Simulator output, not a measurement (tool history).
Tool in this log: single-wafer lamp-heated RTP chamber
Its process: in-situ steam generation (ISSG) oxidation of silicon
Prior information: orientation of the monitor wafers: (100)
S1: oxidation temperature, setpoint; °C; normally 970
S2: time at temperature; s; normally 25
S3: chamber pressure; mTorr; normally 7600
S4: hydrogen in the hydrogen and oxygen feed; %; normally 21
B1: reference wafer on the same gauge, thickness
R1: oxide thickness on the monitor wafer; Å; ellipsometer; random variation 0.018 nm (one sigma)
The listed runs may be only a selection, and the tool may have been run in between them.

Run 1, hour 0.0: usual settings but S1 960 °C, S4 24 %; B1 4.174. Result: R1 51.05 Å.
Run 2, hour 30.9: usual settings; B1 4.176. Result: R1 52.04 Å.
Run 3, hour 61.2: usual settings; B1 4.185. Result: R1 52.50 Å.
Run 4, hour 92.2: usual settings; B1 4.178. Result: R1 52.59 Å.
Run 5, hour 107.8: usual settings but S1 977 °C, S3 8800 mTorr; B1 4.180. Result: R1 53.77 Å.
Run 6, hour 122.4: usual settings but S4 25 %; B1 4.184. Result: R1 55.12 Å.
At hour 152.9: gauge calibrated.
At hour 172.2: pyrometer window cleaned and pyrometer calibrated.
Run 7, hour 210.0: usual settings; B1 4.170. Result: R1 51.83 Å.
Run 8, hour 233.0: usual settings; B1 4.187. Result: R1 51.98 Å.
Run 9, hour 267.5: usual settings; B1 4.190. Result: R1 52.38 Å.
Run 10, hour 289.0: usual settings; B1 4.176. Result: R1 52.70 Å.
Run 11, hour 320.8: usual settings; B1 4.180. Result: R1 52.59 Å.
Run 12, hour 334.0: usual settings; B1 4.178. Result: R1 52.76 Å.
Run 13, hour 348.7: usual settings but S2 35 s, S4 14 %; B1 4.175. Result: R1 57.15 Å.
At hour 360.8: pyrometer window cleaned and pyrometer calibrated.
Run 14, hour 368.4: usual settings but S1 986 °C, S2 19 s, S3 8100 mTorr, S4 26 %; B1 4.184. Result: R1 50.22 Å.
Run 15, hour 425.9: usual settings but S1 952 °C, S2 32 s, S4 29 %; B1 4.177. Result: R1 58.47 Å.
Run 16, hour 442.9: usual settings but S1 981 °C, S3 8500 mTorr, S4 18 %; B1 4.180. Result: R1 52.42 Å.
Run 17, hour 467.6: usual settings; B1 4.179. Result: R1 52.48 Å.
At hour 479.1: pressure gauge zeroed.
Run 18, hour 489.5: usual settings but S1 982 °C, S2 22 s, S3 8100 mTorr, S4 16 %; B1 4.182. Result: R1 48.70 Å.
At hour 507.8: hydrogen flow controller replaced.
Run 19, hour 517.4: usual settings; B1 4.178. Result: R1 52.56 Å.
At hour 542.8: pyrometer window cleaned and pyrometer calibrated.
Run 20, hour 543.3: usual settings but S1 983 °C, S2 30 s; B1 4.184. Result: R1 58.11 Å.
Run 21, hour 568.2: usual settings; B1 4.180. Result: R1 51.00 Å.
Run 22, hour 584.0: usual settings but S1 957 °C, S2 32 s, S3 8700 mTorr; B1 4.175. Result: R1 54.94 Å.
Run 23, hour 615.3: usual settings but S4 18 %; B1 4.171. Result: R1 50.44 Å.
Run 24, hour 627.8: usual settings; B1 4.179. Result: R1 52.33 Å.
Run 25, hour 665.5: usual settings but S1 951 °C, S3 8600 mTorr; B1 4.179. Result: R1 48.90 Å.
Run 26, hour 688.0: usual settings but S4 17 %; B1 4.181. Result: R1 49.94 Å.
Run 27, hour 723.6: usual settings; B1 4.176. Result: R1 52.61 Å.
Run 28, hour 742.0: usual settings but S1 981 °C, S3 8100 mTorr, S4 16 %; B1 4.175. Result: R1 51.80 Å.
At hour 756.5: pyrometer window cleaned and pyrometer calibrated.
Run 29, hour 784.4: usual settings; B1 4.187. Result: R1 51.43 Å.
Run 30, hour 803.4: usual settings but S2 35 s, S4 30 %; B1 4.185. Result: R1 66.67 Å.
Run 31, hour 821.3: usual settings but S1 959 °C, S2 33 s, S3 6900 mTorr, S4 13 %; B1 4.182. Result: R1 50.95 Å.
Run 32, hour 844.2: usual settings; B1 4.182. Result: R1 52.21 Å.

Below are 3 alternative next runs, each starting from the tool's condition after run 32. Predict each:
Run A, hour 844.6: usual settings but S2 16 s; B1 ?. Result: R1 ?.
Run B, hour 844.6: usual settings but S1 960 °C, S2 32 s, S4 24 %; B1 ?. Result: R1 ?.
Run C, hour 844.6: usual settings but S1 977 °C, S3 7100 mTorr; B1 ?. Result: R1 ?.

run     B1     R1
  A  4.186  43.14
  B  4.186  58.46
  C  4.186  53.79
Take away the tool's hidden state, keep each run's random variation, and the runs would have read:
run     R1
  A  41.94
  B  56.56
  C  51.99
